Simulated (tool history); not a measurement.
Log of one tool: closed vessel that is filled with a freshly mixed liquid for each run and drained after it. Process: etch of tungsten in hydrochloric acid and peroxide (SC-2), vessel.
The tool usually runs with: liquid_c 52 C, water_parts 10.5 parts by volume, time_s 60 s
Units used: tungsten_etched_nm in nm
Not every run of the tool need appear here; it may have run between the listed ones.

run	day	liquid_c	water_parts	time_s	read-back film thickness of the tungsten reference wafer, read on the same gauge (nm)	tungsten_etched_nm
1	0	52	10.5	60	29.87	10.41
2	0.779	52	10.5	60	29.83	10.6
3	2.083	52	10.5	60	29.81	10.49
4	2.625	55	10.5	60	29.81	12.77
5	3.662	55	10.5	60	29.86	12.74
6	5.092	55	10.5	60	29.77	12.74
7	6.55	52	10.5	60	29.79	10.5
8	7.867	52	10.5	60	29.69	10.37
9	8.517	52	10.5	60	29.72	10.46
10	9.4	59.5	10.5	60	29.74	16.87
11	10.725	52	10.5	40	29.65	6.94
# day 11.733: thermometer replaced
12	12.212	52	10.5	40	29.6	6.94
13	15.017	52	10.5	60	29.56	10.33
14	16.033	52	10.5	90	29.46	15.5
# day 16.104: chemicals flow meter replaced
15	17.479	52	10.5	80	29.38	13.59
16	18.875	52	6.5	75	29.36	18.91
17	19.612	49	6	60	29.26	13.08
18	20.333	52	6.5	60	29.26	15.14
# day 21.1: new drum of peroxide connected
19	21.542	44.5	8	60	29.19	7.72
20	22.179	52	10.5	90	29.18	15.32
# day 22.621: gauge calibrated
21	22.95	55	10.5	60	30.08	12.73
22	24.308	49	10.5	60	30.1	8.68
23	25.225	43.5	12	60	30.08	5.3
24	26.479	61.5	8.5	90	30.01	34.8
25	29.288	52	14	60	29.98	8.27
26	30.508	52	14	60	30.02	8.17

For some of the steps in tungsten_etched_nm from one run to the next: how much would appear even if the tool had no hidden state, given the settings, what came in and random variation, and how much remains for the hidden state plus any gauge scatter that the measured result and the result without hidden state don't share?
Hidden state at play: liquid colder than its thermometer reads (K); chemicals flow below the setpoint (%); peroxide weaker than its label (%); gauge reads high (%).
Run 19 -> 20: liquid_c 44.5 -> 52, water_parts 8 -> 10.5, time_s 60 -> 90. tungsten_etched_nm +7.6 nm: hidden state -0.23, all else +7.83.
Run 20 -> 21: liquid_c 52 -> 55, time_s 90 -> 60, gauge calibrated. tungsten_etched_nm -2.59 nm: hidden state +0.48, all else -3.07.
Run 23 -> 24: liquid_c 43.5 -> 61.5, water_parts 12 -> 8.5, time_s 60 -> 90. tungsten_etched_nm +29.5 nm: hidden state +0.07, all else +29.43.
Run 24 -> 25: liquid_c 61.5 -> 52, water_parts 8.5 -> 14, time_s 90 -> 60. tungsten_etched_nm -26.53 nm: hidden state -0.07, all else -26.46.
